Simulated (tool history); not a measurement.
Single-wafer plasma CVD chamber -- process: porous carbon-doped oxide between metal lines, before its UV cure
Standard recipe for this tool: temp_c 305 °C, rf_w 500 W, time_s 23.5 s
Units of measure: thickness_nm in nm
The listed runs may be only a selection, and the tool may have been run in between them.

run,hour,temp_c,rf_w,time_s,wafers since the last listed run,hours since the last thermocouple change,hours since the last RF generator calibration,hours since the showerhead was replaced,hours since the gauge calibration,"read-back reference wafer on the same gauge, thickness_nm",thickness_nm
1,0.0,305,500,23.5,0,680.4,1345.6,4028.6,1441.4,125.054,120.570
2,70.8,305,500,23.5,2311,751.2,1416.4,4099.4,1512.2,124.875,120.730
3,145.6,305,500,23.5,2442,826.0,1491.2,4174.2,1587.0,125.088,120.614
4,190.4,305,500,23.5,1462,870.8,1536.0,4219.0,1631.8,125.044,120.681
5,293.0,305,500,23.5,3350,973.4,1638.6,4321.6,1734.4,125.046,120.538
6,392.8,305,460,27.1,3258,1073.2,1738.4,4421.4,1834.2,125.024,130.116
7,434.0,305,500,23.5,1345,1114.4,1779.6,4462.6,1875.4,125.094,120.678
8,479.0,305,500,23.5,1469,1159.4,1824.6,4507.6,1920.4,125.047,120.228
9,539.3,305,500,23.5,1968,1219.7,1884.9,4567.9,1980.7,125.017,120.143
10,609.2,305,500,25.4,2282,1289.6,1954.8,4637.8,2050.6,124.949,129.510
11,678.3,305,500,25.4,2256,1358.7,2023.9,4706.9,2119.7,124.881,129.800
# hour 703.4: gauge calibrated
12,754.5,305,500,25.4,2488,1434.9,2100.1,4783.1,51.1,124.988,130.221
13,791.1,305,500,23.5,1195,1471.5,2136.7,4819.7,87.7,125.125,120.304
# hour 830.9: showerhead replaced
14,831.4,305,500,23.5,1054,1511.8,2177.0,0.5,128.0,124.898,120.916
15,931.5,305,500,23.5,3268,1611.9,2277.1,100.6,228.1,125.026,120.197
16,1026.3,311,430,20.6,3095,1706.7,2371.9,195.4,322.9,125.054,92.147
17,1148.1,305,500,23.5,3977,1828.5,2493.7,317.2,444.7,125.064,120.290
18,1204.2,305,500,19.5,1831,1884.6,2549.8,373.3,500.8,125.069,100.453
# hour 1281.8: thermocouple changed; heater temperature recalibrated
19,1310.9,305,500,21.8,3222,29.1,2656.5,480.0,607.5,124.911,112.125
20,1352.3,305,500,23.5,1351,70.5,2697.9,521.4,648.9,125.064,120.457
# hour 1416.0: RF generator calibrated
21,1438.5,295,565,23.5,2553,156.7,22.5,607.6,735.1,125.118,137.369
22,1519.4,305,540,27.5,2641,237.6,103.4,688.5,816.0,125.038,147.518
23,1598.2,305,400,23.5,2573,316.4,182.2,767.3,894.8,124.957,102.199
24,1701.8,312,465,24.8,3382,420.0,285.8,870.9,998.4,125.000,116.470
25,1761.1,305,500,23.5,1936,479.3,345.1,930.2,1057.7,125.095,120.586
26,1829.6,305,500,23.5,2236,547.8,413.6,998.7,1126.2,124.964,120.707
27,1872.5,297,500,23.5,1400,590.7,456.5,1041.6,1169.1,124.952,125.522
28,1957.3,309,500,23.5,2768,675.5,541.3,1126.4,1253.9,124.909,118.760

Branching from run 28: 5 alternative next runs. What would each branch give?
A,1957.7,305,500,23.5,13,675.9,541.7,1126.8,1254.3,?,?
B,1957.7,305,470,19.8,13,675.9,541.7,1126.8,1254.3,?,?
C,1957.7,320,570,21.2,13,675.9,541.7,1126.8,1254.3,?,?
D,1957.7,294,405,23.5,13,675.9,541.7,1126.8,1254.3,?,?
E,1957.7,298,550,21.0,13,675.9,541.7,1126.8,1254.3,?,?

run,"read-back reference wafer on the same gauge, thickness_nm",thickness_nm
A,125.117,119.908
B,125.117,97.422
C,125.117,110.447
D,125.117,108.416
E,125.117,118.706
Take away the tool's hidden state, keep each run's random variation, and the runs would have read:
run,thickness_nm
A,119.908
B,97.422
C,110.447
D,108.416
E,118.706
